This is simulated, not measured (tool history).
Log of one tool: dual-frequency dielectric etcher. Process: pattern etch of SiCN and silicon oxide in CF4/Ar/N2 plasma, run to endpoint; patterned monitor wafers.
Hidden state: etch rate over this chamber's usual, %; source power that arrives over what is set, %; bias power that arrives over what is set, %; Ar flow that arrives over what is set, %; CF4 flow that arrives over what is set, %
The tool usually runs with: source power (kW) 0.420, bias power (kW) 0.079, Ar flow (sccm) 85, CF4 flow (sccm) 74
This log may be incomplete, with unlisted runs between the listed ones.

run,hour,source power (kW),bias power (kW),Ar flow (sccm),CF4 flow (sccm),wafers since the last listed run,hours since the last wet clean,hours since the last source power generator calibration,hours since the last bias power generator calibration,hours since the last Ar flow controller change,hours since the last CF4 flow controller change,hours since the last upper electrode change,"incoming incoming film thickness, nm",endpoint time (s)
1,0.0,0.460,0.079,85,74,0,429.7,5187.1,3937.9,1782.2,3723.0,6163.7,8.93,9.8
2,11.3,0.460,0.079,85,74,221,441.0,5198.4,3949.2,1793.5,3734.3,6175.0,8.85,9.7
3,27.5,0.420,0.079,85,74,317,457.2,5214.6,3965.4,1809.7,3750.5,6191.2,8.92,10.9
4,34.1,0.420,0.079,85,74,129,463.8,5221.2,3972.0,1816.3,3757.1,6197.8,8.88,10.7
5,46.0,0.420,0.079,85,74,232,475.7,5233.1,3983.9,1828.2,3769.0,6209.7,8.97,10.9
6,59.6,0.420,0.091,85,74,266,489.3,5246.7,3997.5,1841.8,3782.6,6223.3,8.80,10.3
# hour 70.4: source power generator calibrated
7,74.5,0.420,0.079,85,74,213,504.2,4.1,4012.4,1856.7,3797.5,6238.2,8.88,10.8
# hour 85.5: CF4 flow controller replaced
# hour 87.2: Ar flow controller replaced
8,87.7,0.420,0.079,85,74,107,517.4,17.3,4025.6,0.5,2.2,6251.4,8.87,10.8
9,90.1,0.420,0.079,73,74,46,519.8,19.7,4028.0,2.9,4.6,6253.8,8.89,10.7
10,97.5,0.420,0.079,73,74,144,527.2,27.1,4035.4,10.3,12.0,6261.2,9.02,10.9
# hour 105.3: bias power generator calibrated
# hour 126.6: wet clean of the chamber
11,127.1,0.420,0.079,85,74,84,0.5,56.7,21.8,39.9,41.6,6290.8,8.92,10.4
12,127.5,0.470,0.079,85,74,7,0.9,57.1,22.2,40.3,42.0,6291.2,8.94,9.2
13,133.9,0.480,0.093,91,86,125,7.3,63.5,28.6,46.7,48.4,6297.6,8.81,8.3
14,144.5,0.420,0.079,85,74,207,17.9,74.1,39.2,57.3,59.0,6308.2,8.96,10.4
# hour 174.1: upper electrode replaced
15,174.6,0.420,0.063,85,74,119,48.0,104.2,69.3,87.4,89.1,0.5,8.86,11.1
16,174.9,0.420,0.079,85,74,5,48.3,104.5,69.6,87.7,89.4,0.8,8.92,10.4
17,175.2,0.420,0.070,98,74,5,48.6,104.8,69.9,88.0,89.7,1.1,8.88,10.8
18,189.6,0.420,0.079,85,74,281,63.0,119.2,84.3,102.4,104.1,15.5,8.89,10.4
19,198.9,0.420,0.079,97,74,182,72.3,128.5,93.6,111.7,113.4,24.8,8.96,10.6
20,211.1,0.470,0.079,73,74,238,84.5,140.7,105.8,123.9,125.6,37.0,8.98,9.2
21,217.8,0.420,0.079,68,62,131,91.2,147.4,112.5,130.6,132.3,43.7,8.99,10.8

What if the next run were any one of these 3? Each begins from the tool's condition after run 21:
A,218.2,0.420,0.079,85,61,7,91.6,147.8,112.9,131.0,132.7,44.1,8.79,?
B,218.2,0.500,0.097,67,84,7,91.6,147.8,112.9,131.0,132.7,44.1,8.79,?
C,218.2,0.420,0.079,105,83,7,91.6,147.8,112.9,131.0,132.7,44.1,8.79,?

run,endpoint time (s)
A,10.6
B,7.7
C,10.2
With the hidden condition removed and each run's random variation left untouched, the same runs would have given:
run,endpoint time (s)
A,10.5
B,7.6
C,10.1
